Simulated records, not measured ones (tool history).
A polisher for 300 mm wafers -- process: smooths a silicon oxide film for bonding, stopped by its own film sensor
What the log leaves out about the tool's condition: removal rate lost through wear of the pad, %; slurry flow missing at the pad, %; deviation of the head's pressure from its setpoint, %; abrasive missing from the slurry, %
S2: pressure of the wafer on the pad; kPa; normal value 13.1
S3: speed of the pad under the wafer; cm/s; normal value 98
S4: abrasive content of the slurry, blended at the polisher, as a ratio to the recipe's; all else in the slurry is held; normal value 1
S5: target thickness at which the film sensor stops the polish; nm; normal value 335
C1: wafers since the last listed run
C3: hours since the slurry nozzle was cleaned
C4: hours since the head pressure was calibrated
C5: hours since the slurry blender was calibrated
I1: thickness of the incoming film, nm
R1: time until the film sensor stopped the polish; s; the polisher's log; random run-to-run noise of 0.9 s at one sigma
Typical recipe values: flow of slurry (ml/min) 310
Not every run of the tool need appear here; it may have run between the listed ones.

Run 1, hour 0: usual settings; C1 0; wafers polished on this pad 2485; C3 313.7; C4 503.4; C5 4.7; I1 392.9. Result: R1 79.6 s.
Run 2, hour 98.2: usual settings; C1 533; wafers polished on this pad 3018; C3 411.9; C4 601.6; C5 102.9; I1 384.4. Result: R1 68.7 s.
Run 3, hour 150: usual settings; C1 281; wafers polished on this pad 3299; C3 463.7; C4 653.4; C5 154.7; I1 387.8. Result: R1 72.7 s.
Run 4, hour 244.1: usual settings; C1 510; wafers polished on this pad 3810; C3 557.8; C4 747.5; C5 248.8; I1 385.6. Result: R1 69.8 s.
At hour 255.1: worn pad replaced by a new one.
At hour 351: slurry nozzle cleaned.
Run 5, hour 351.5: usual settings; C1 555; wafers polished on this pad 518; C3 0.5; C4 854.9; C5 356.2; I1 392.7. Result: R1 74.9 s.
Run 6, hour 414.5: usual settings; C1 342; wafers polished on this pad 860; C3 63.5; C4 917.9; C5 419.2; I1 394.2. Result: R1 79.9 s.
Run 7, hour 488.4: usual settings but flow of slurry (ml/min) 275; C1 401; wafers polished on this pad 1261; C3 137.4; C4 991.8; C5 493.1; I1 390.1. Result: R1 76.4 s.
Run 8, hour 586: usual settings but flow of slurry (ml/min) 405, S4 1.25; C1 529; wafers polished on this pad 1791; C3 235; C4 1089.4; C5 590.7; I1 392.2. Result: R1 65.3 s.
Run 9, hour 653: usual settings; C1 363; wafers polished on this pad 2155; C3 302; C4 1156.4; C5 657.7; I1 392. Result: R1 79.7 s.
Run 10, hour 710.1: usual settings but flow of slurry (ml/min) 270, S2 11.7 kPa, S4 0.9, S5 343 nm; C1 310; wafers polished on this pad 2465; C3 359.1; C4 1213.5; C5 714.8; I1 392.3. Result: R1 83.8 s.
At hour 743.9: slurry blender recalibrated.
Run 11, hour 760.9: usual settings but S4 0.9, S5 321 nm; C1 264; wafers polished on this pad 2730; C3 409.9; C4 1264.3; C5 17; I1 394. Result: R1 110.7 s.
Run 12, hour 822.7: usual settings but flow of slurry (ml/min) 280, S5 350 nm; C1 335; wafers polished on this pad 3065; C3 471.7; C4 1326.1; C5 78.8; I1 392. Result: R1 58.1 s.
At hour 922.5: slurry nozzle cleaned.
Run 13, hour 925.5: usual settings but flow of slurry (ml/min) 235; C1 552; wafers polished on this pad 3618; C3 3; C4 1428.9; C5 181.6; I1 388.4. Result: R1 71 s.
Run 14, hour 987.8: usual settings but S3 122 cm/s; C1 338; wafers polished on this pad 3956; C3 65.3; C4 1491.2; C5 243.9; I1 391.5. Result: R1 65.5 s.
At hour 1008.9: worn pad replaced by a new one.
Run 15, hour 1032.3: usual settings but flow of slurry (ml/min) 220, S2 15.2 kPa, S4 1.2; C1 219; wafers polished on this pad 127; C3 109.8; C4 1535.7; C5 288.4; I1 382.8. Result: R1 51.4 s.
Run 16, hour 1123.3: usual settings but flow of slurry (ml/min) 360, S2 14.5 kPa, S3 74 cm/s; C1 494; wafers polished on this pad 621; C3 200.8; C4 1626.7; C5 379.4; I1 386. Result: R1 68.2 s.
At hour 1159.2: head pressure recalibrated.
Run 17, hour 1189.9: usual settings but S2 15.9 kPa; C1 350; wafers polished on this pad 971; C3 267.4; C4 30.7; C5 446; I1 388.4. Result: R1 60.3 s.
Run 18, hour 1238.1: usual settings but S3 120 cm/s, S4 0.8; C1 261; wafers polished on this pad 1233; C3 315.6; C4 78.9; C5 494.2; I1 395.9. Result: R1 87.2 s.
Run 19, hour 1298.1: usual settings but S5 347 nm; C1 325; wafers polished on this pad 1559; C3 375.6; C4 138.9; C5 554.2; I1 389.1. Result: R1 56.9 s.
At hour 1344.1: slurry blender recalibrated.
Run 20, hour 1363: usual settings; C1 341; wafers polished on this pad 1900; C3 440.5; C4 203.8; C5 18.9; I1 387.3. Result: R1 72.1 s.
Run 21, hour 1429.3: usual settings but S2 16.5 kPa, S5 350 nm; C1 359; wafers polished on this pad 2260; C3 506.8; C4 270.1; C5 85.2; I1 394.2. Result: R1 48.1 s.
Run 22, hour 1505: usual settings; C1 410; wafers polished on this pad 2671; C3 582.5; C4 345.8; C5 160.9; I1 390.7. Result: R1 77.3 s.
At hour 1526.6: slurry nozzle cleaned.
Run 23, hour 1577.2: usual settings but S2 11.7 kPa, S3 86 cm/s, S4 0.75, S5 321 nm; C1 386; wafers polished on this pad 3058; C3 50.6; C4 418; C5 233.1; I1 391.7. Result: R1 141.4 s.
At hour 1622.7: worn pad replaced by a new one.
Run 24, hour 1623.2: usual settings but S5 345 nm; C1 228; wafers polished on this pad 2; C3 96.6; C4 464; C5 279.1; I1 385.6. Result: R1 54.1 s.
Run 25, hour 1692.1: usual settings; C1 374; wafers polished on this pad 376; C3 165.5; C4 532.9; C5 348; I1 395.3. Result: R1 81.9 s.
Run 26, hour 1762.6: usual settings but flow of slurry (ml/min) 280, S2 9 kPa, S4 0.85, S5 348 nm; C1 382; wafers polished on this pad 759; C3 236; C4 603.4; C5 418.5; I1 386.1. Result: R1 87.2 s.
Run 27, hour 1846.9: usual settings but flow of slurry (ml/min) 390, S2 14.5 kPa, S3 76 cm/s, S5 346 nm; C1 457; wafers polished on this pad 1216; C3 320.3; C4 687.7; C5 502.8; I1 391.3. Result: R1 60.6 s.
Run 28, hour 1890.8: usual settings but S2 17.9 kPa, S5 350 nm; C1 238; wafers polished on this pad 1455; C3 364.2; C4 731.6; C5 546.7; I1 390.1. Result: R1 40.3 s.
Run 29, hour 1928.8: usual settings but S3 78 cm/s; C1 206; wafers polished on this pad 1661; C3 402.2; C4 769.6; C5 584.7; I1 394.2. Result: R1 90.4 s.

Each row is a separate what-if for the run after 29, all from the same tool condition, not one after another. Results?
Run A, hour 1929.3: usual settings; C1 2; wafers polished on this pad 1664; C3 402.7; C4 770.1; C5 585.2; I1 388. Result: R1 ?.
Run B, hour 1929.3: usual settings but flow of slurry (ml/min) 345, S2 16.5 kPa, S3 84 cm/s, S4 0.8; C1 2; wafers polished on this pad 1664; C3 402.7; C4 770.1; C5 585.2; I1 388. Result: R1 ?.
Run C, hour 1929.3: usual settings but flow of slurry (ml/min) 275, S2 15.2 kPa, S3 120 cm/s; C1 2; wafers polished on this pad 1664; C3 402.7; C4 770.1; C5 585.2; I1 388. Result: R1 ?.
Run D, hour 1929.3: usual settings but flow of slurry (ml/min) 395; C1 2; wafers polished on this pad 1664; C3 402.7; C4 770.1; C5 585.2; I1 388. Result: R1 ?.
Run E, hour 1929.3: usual settings but S2 15.2 kPa, S4 0.8; C1 2; wafers polished on this pad 1664; C3 402.7; C4 770.1; C5 585.2; I1 388. Result: R1 ?.

run    R1
  A  72.7
  B  72.2
  C    58
  D  70.1
  E  74.5
With no hidden state in the tool, these same runs would have given:
run    R1
  A  67.6
  B  67.6
  C  53.4
  D  66.3
  E  69.3

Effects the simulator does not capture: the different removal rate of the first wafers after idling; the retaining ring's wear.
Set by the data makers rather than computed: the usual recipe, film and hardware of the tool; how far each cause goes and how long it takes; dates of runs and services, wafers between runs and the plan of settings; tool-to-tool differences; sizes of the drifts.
